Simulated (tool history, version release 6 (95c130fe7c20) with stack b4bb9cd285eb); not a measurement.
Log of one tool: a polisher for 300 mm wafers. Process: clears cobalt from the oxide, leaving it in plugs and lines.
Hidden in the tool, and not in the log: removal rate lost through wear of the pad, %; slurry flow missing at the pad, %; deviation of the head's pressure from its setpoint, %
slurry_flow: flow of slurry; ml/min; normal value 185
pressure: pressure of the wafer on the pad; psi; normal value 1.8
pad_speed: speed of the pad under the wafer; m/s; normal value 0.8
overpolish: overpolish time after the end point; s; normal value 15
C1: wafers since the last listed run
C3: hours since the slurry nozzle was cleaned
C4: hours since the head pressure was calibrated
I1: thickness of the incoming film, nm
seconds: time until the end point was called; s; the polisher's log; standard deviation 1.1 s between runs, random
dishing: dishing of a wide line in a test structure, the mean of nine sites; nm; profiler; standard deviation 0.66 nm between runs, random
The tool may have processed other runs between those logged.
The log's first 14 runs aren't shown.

{"hour": 1339.5, "done": "worn pad replaced by a new one"}
{"run": 15, "hour": 1345.2, "slurry_flow": 185, "pressure": 1.8, "pad_speed": 0.8, "overpolish": 15, "C1": 455, "wafers polished on this pad": 31, "C3": 634.1, "C4": 200.4, "I1": 315.7, "seconds": 75.3, "dishing": 45.7}
{"hour": 1353.3, "done": "slurry nozzle cleaned"}
{"run": 16, "hour": 1522.6, "slurry_flow": 160, "pressure": 1.6, "pad_speed": 0.66, "overpolish": 12, "C1": 968, "wafers polished on this pad": 999, "C3": 169.3, "C4": 377.8, "I1": 323.6, "seconds": 108.9, "dishing": 30.1}
{"run": 17, "hour": 1578.6, "slurry_flow": 185, "pressure": 1.8, "pad_speed": 0.7, "overpolish": 15, "C1": 307, "wafers polished on this pad": 1307, "C3": 225.3, "C4": 433.8, "I1": 321, "seconds": 87.8, "dishing": 42.1}
{"run": 18, "hour": 1648.1, "slurry_flow": 185, "pressure": 1.8, "pad_speed": 0.8, "overpolish": 15, "C1": 381, "wafers polished on this pad": 1688, "C3": 294.8, "C4": 503.3, "I1": 321, "seconds": 76.1, "dishing": 47.1}
{"run": 19, "hour": 1735.1, "slurry_flow": 185, "pressure": 1.8, "pad_speed": 0.8, "overpolish": 15, "C1": 477, "wafers polished on this pad": 2166, "C3": 381.8, "C4": 590.3, "I1": 319.3, "seconds": 75.8, "dishing": 45.6}
{"run": 20, "hour": 1810.9, "slurry_flow": 130, "pressure": 1.8, "pad_speed": 0.58, "overpolish": 15, "C1": 416, "wafers polished on this pad": 2582, "C3": 457.6, "C4": 666.1, "I1": 317.5, "seconds": 107.4, "dishing": 33.3}
{"hour": 1874.4, "done": "head pressure recalibrated"}
{"run": 21, "hour": 1893.8, "slurry_flow": 185, "pressure": 1.8, "pad_speed": 0.8, "overpolish": 15, "C1": 444, "wafers polished on this pad": 3026, "C3": 540.5, "C4": 19.4, "I1": 324.3, "seconds": 79.1, "dishing": 45.1}
{"run": 22, "hour": 1985.9, "slurry_flow": 185, "pressure": 1.8, "pad_speed": 0.8, "overpolish": 15, "C1": 505, "wafers polished on this pad": 3532, "C3": 632.6, "C4": 111.5, "I1": 319.5, "seconds": 75.7, "dishing": 45.6}
{"run": 23, "hour": 2025.7, "slurry_flow": 160, "pressure": 1.8, "pad_speed": 0.8, "overpolish": 18, "C1": 218, "wafers polished on this pad": 3751, "C3": 672.4, "C4": 151.3, "I1": 313.9, "seconds": 78, "dishing": 50.6}
{"run": 24, "hour": 2087.3, "slurry_flow": 185, "pressure": 1.5, "pad_speed": 0.96, "overpolish": 22, "C1": 338, "wafers polished on this pad": 4089, "C3": 734, "C4": 212.9, "I1": 318.8, "seconds": 75.6, "dishing": 59.3}
{"hour": 2151.0, "done": "slurry nozzle cleaned"}
{"hour": 2151.7, "done": "worn pad replaced by a new one"}
{"run": 25, "hour": 2205.4, "slurry_flow": 185, "pressure": 1.8, "pad_speed": 0.8, "overpolish": 15, "C1": 639, "wafers polished on this pad": 294, "C3": 54.4, "C4": 331, "I1": 316.7, "seconds": 75.7, "dishing": 45.6}
{"run": 26, "hour": 2270.4, "slurry_flow": 210, "pressure": 2.1, "pad_speed": 0.88, "overpolish": 7, "C1": 356, "wafers polished on this pad": 651, "C3": 119.4, "C4": 396, "I1": 318, "seconds": 56.4, "dishing": 31.2}
{"run": 27, "hour": 2317.2, "slurry_flow": 145, "pressure": 2.3, "pad_speed": 0.96, "overpolish": 22, "C1": 256, "wafers polished on this pad": 908, "C3": 166.2, "C4": 442.8, "I1": 322.3, "seconds": 53, "dishing": 71.9}
{"run": 28, "hour": 2390.4, "slurry_flow": 245, "pressure": 1.8, "pad_speed": 1, "overpolish": 22, "C1": 401, "wafers polished on this pad": 1310, "C3": 239.4, "C4": 516, "I1": 323.2, "seconds": 59.5, "dishing": 67.3}
{"run": 29, "hour": 2490.8, "slurry_flow": 185, "pressure": 1.8, "pad_speed": 1, "overpolish": 12, "C1": 551, "wafers polished on this pad": 1861, "C3": 339.8, "C4": 616.4, "I1": 319.9, "seconds": 61.3, "dishing": 46.4}
{"run": 30, "hour": 2575.1, "slurry_flow": 185, "pressure": 2.3, "pad_speed": 0.8, "overpolish": 21, "C1": 462, "wafers polished on this pad": 2324, "C3": 424.1, "C4": 700.7, "I1": 317.9, "seconds": 58.4, "dishing": 65.6}
{"run": 31, "hour": 2614.3, "slurry_flow": 185, "pressure": 1.6, "pad_speed": 1.06, "overpolish": 15, "C1": 215, "wafers polished on this pad": 2539, "C3": 463.3, "C4": 739.9, "I1": 318.9, "seconds": 65.1, "dishing": 49.6}
{"hour": 2682.2, "done": "head pressure recalibrated"}
{"run": 32, "hour": 2716.5, "slurry_flow": 155, "pressure": 1.2, "pad_speed": 0.98, "overpolish": 10, "C1": 550, "wafers polished on this pad": 3090, "C3": 565.5, "C4": 34.3, "I1": 314.9, "seconds": 92.6, "dishing": 27.8}
{"hour": 2762.9, "done": "slurry nozzle cleaned"}
{"hour": 2781.1, "done": "worn pad replaced by a new one"}
{"run": 33, "hour": 2796.3, "slurry_flow": 210, "pressure": 2.1, "pad_speed": 0.8, "overpolish": 15, "C1": 410, "wafers polished on this pad": 83, "C3": 33.4, "C4": 114.1, "I1": 321.6, "seconds": 65.1, "dishing": 50.1}

Forecast each of these 5 alternatives for the next run:
{"run": "A", "hour": 2796.8, "slurry_flow": 185, "pressure": 1.8, "pad_speed": 0.66, "overpolish": 15, "C1": 2, "wafers polished on this pad": 86, "C3": 33.9, "C4": 114.6, "I1": 312.6, "seconds": "?", "dishing": "?"}
{"run": "B", "hour": 2796.8, "slurry_flow": 140, "pressure": 1.8, "pad_speed": 0.88, "overpolish": 15, "C1": 2, "wafers polished on this pad": 86, "C3": 33.9, "C4": 114.6, "I1": 312.6, "seconds": "?", "dishing": "?"}
{"run": "C", "hour": 2796.8, "slurry_flow": 185, "pressure": 1.8, "pad_speed": 0.8, "overpolish": 21, "C1": 2, "wafers polished on this pad": 86, "C3": 33.9, "C4": 114.6, "I1": 312.6, "seconds": "?", "dishing": "?"}
{"run": "D", "hour": 2796.8, "slurry_flow": 130, "pressure": 1.2, "pad_speed": 0.8, "overpolish": 6, "C1": 2, "wafers polished on this pad": 86, "C3": 33.9, "C4": 114.6, "I1": 312.6, "seconds": "?", "dishing": "?"}
{"run": "E", "hour": 2796.8, "slurry_flow": 150, "pressure": 1.8, "pad_speed": 1, "overpolish": 12, "C1": 2, "wafers polished on this pad": 86, "C3": 33.9, "C4": 114.6, "I1": 312.6, "seconds": "?", "dishing": "?"}

run=A seconds=89.8 dishing=39.2
run=B seconds=70.1 dishing=46.8
run=C seconds=74.1 dishing=56.2
run=D seconds=117 dishing=14.4
run=E seconds=61 dishing=44.1
Without the tool's hidden state the same runs would have given:
run=A seconds=89.8 dishing=39.2
run=B seconds=70.1 dishing=46.8
run=C seconds=74.1 dishing=56.2
run=D seconds=117 dishing=14.4
run=E seconds=61 dishing=44.1
